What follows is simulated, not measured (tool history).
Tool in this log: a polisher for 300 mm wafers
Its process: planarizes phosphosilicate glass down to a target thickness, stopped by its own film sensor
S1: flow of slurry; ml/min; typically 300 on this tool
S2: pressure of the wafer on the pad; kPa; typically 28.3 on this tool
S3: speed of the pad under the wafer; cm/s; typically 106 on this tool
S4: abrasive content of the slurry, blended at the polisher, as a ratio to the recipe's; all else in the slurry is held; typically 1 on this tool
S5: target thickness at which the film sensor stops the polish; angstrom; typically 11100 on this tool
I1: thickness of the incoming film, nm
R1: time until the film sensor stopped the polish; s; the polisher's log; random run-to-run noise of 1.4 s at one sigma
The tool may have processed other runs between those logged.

run	day	S1	S2	S3	S4	S5	I1	R1
1	0	300	28.3	106	1	11100	1854.6	84.1
2	0.95	300	28.3	106	1	11100	1817.2	82.9
3	1.604	300	28.3	86	1	11100	1837.8	100.1
4	2.562	300	28.3	106	1	11100	1839.7	72.4
5	3.558	300	28.3	106	1	11100	1844.8	78.4
6	4.292	300	28.3	106	1	11100	1823.8	73.4
7	6.558	300	28.3	106	1	11100	1860.1	83
8	7.367	300	28.3	106	1	11100	1865.5	84.5
9	8.592	265	22.1	106	1	11100	1816.7	109
10	9.529	300	28.3	94	1	11100	1840.3	93.5
11	10.142	300	28.3	106	1	11100	1848.6	88.8
12	11.275	300	28.3	106	1.3	11100	1815.6	59.8
13	13.867	300	33.1	106	1	11100	1834.6	68.7
14	15.146	300	20.7	118	1	11790	1871.2	98.8
15	16.425	300	28.3	76	1.2	11100	1843.3	87.6
16	17.833	260	35.2	106	1	11100	1840.7	71.2
17	18.55	300	28.3	106	1	9120	1827.3	108.1
18	19.979	380	24.8	106	1	9630	1828.1	123.8
19	21.038	300	24.8	106	1.1	11100	1798.6	95.8
20	21.938	300	28.3	106	1	11100	1827.7	71.2
21	22.642	390	24.1	92	1	11100	1825.5	91.5
22	23.504	300	28.3	106	1	11100	1807.8	71.3
23	24.217	230	35.9	78	1	9860	1818.2	85.1
24	26.862	300	28.3	106	1	11100	1830.3	76.6
25	28.112	300	23.4	106	1	9610	1819.3	121.7

Not shown here: 13 entries made in the log between runs. Locate each between two listed runs and compare the hidden state at the listed run before it with the hidden state at the listed run after it:
Logged between run 3 and run 4: slurry blender recalibrated (day 2.35)
  abrasive missing from the slurry, %: 19 -> 2.86
  difference, measured minus the result without the unlogged condition, R1: +16.6 -> +1.6 s
Logged between run 4 and run 5: head pressure recalibrated (day 2.725)
  abrasive missing from the slurry, %: 2.86 -> 4.85
  difference, measured minus the result without the unlogged condition, R1: +1.6 -> +2.9 s
Logged between run 5 and run 6: slurry nozzle cleaned (day 3.904)
  abrasive missing from the slurry, %: 4.85 -> 6.31
  difference, measured minus the result without the unlogged condition, R1: +2.9 -> +3.6 s
Logged between run 6 and run 7: worn pad replaced by a new one (day 6.521)
  abrasive missing from the slurry, %: 6.31 -> 10.8
  difference, measured minus the result without the unlogged condition, R1: +3.6 -> +7.2 s
Logged between run 10 and run 11: conditioning disc replaced and pad reconditioned (day 10.012)
  abrasive missing from the slurry, %: 16.8 -> 18
  difference, measured minus the result without the unlogged condition, R1: +13.3 -> +13.8 s
Logged between run 11 and run 12: slurry blender recalibrated (day 10.633)
  abrasive missing from the slurry, %: 18 -> 5.26
  difference, measured minus the result without the unlogged condition, R1: +13.8 -> +1.9 s
Logged between run 13 and run 14: worn pad replaced by a new one (day 14.179)
  abrasive missing from the slurry, %: 10.4 -> 13
  difference, measured minus the result without the unlogged condition, R1: +5.7 -> +10.6 s
Logged between run 14 and run 15: slurry nozzle cleaned (day 16.204)
  abrasive missing from the slurry, %: 13 -> 15.5
  difference, measured minus the result without the unlogged condition, R1: +10.6 -> +10 s
Logged between run 17 and run 18: head pressure recalibrated (day 19.662)
  abrasive missing from the slurry, %: 19.8 -> 22.6
  difference, measured minus the result without the unlogged condition, R1: +18.8 -> +25.4 s
Logged between run 18 and run 19: worn pad replaced by a new one (day 20.908)
  abrasive missing from the slurry, %: 22.6 -> 24.7
  difference, measured minus the result without the unlogged condition, R1: +25.4 -> +20.6 s
Logged between run 19 and run 20: slurry blender recalibrated (day 21.754)
  abrasive missing from the slurry, %: 24.7 -> 1.68
  difference, measured minus the result without the unlogged condition, R1: +20.6 -> +0.9 s
Logged between run 24 and run 25: slurry nozzle cleaned (day 27.871); conditioning disc replaced and pad reconditioned (day 27.933)
  abrasive missing from the slurry, %: 11.5 -> 14
  difference, measured minus the result without the unlogged condition, R1: +7.2 -> +14.2 s
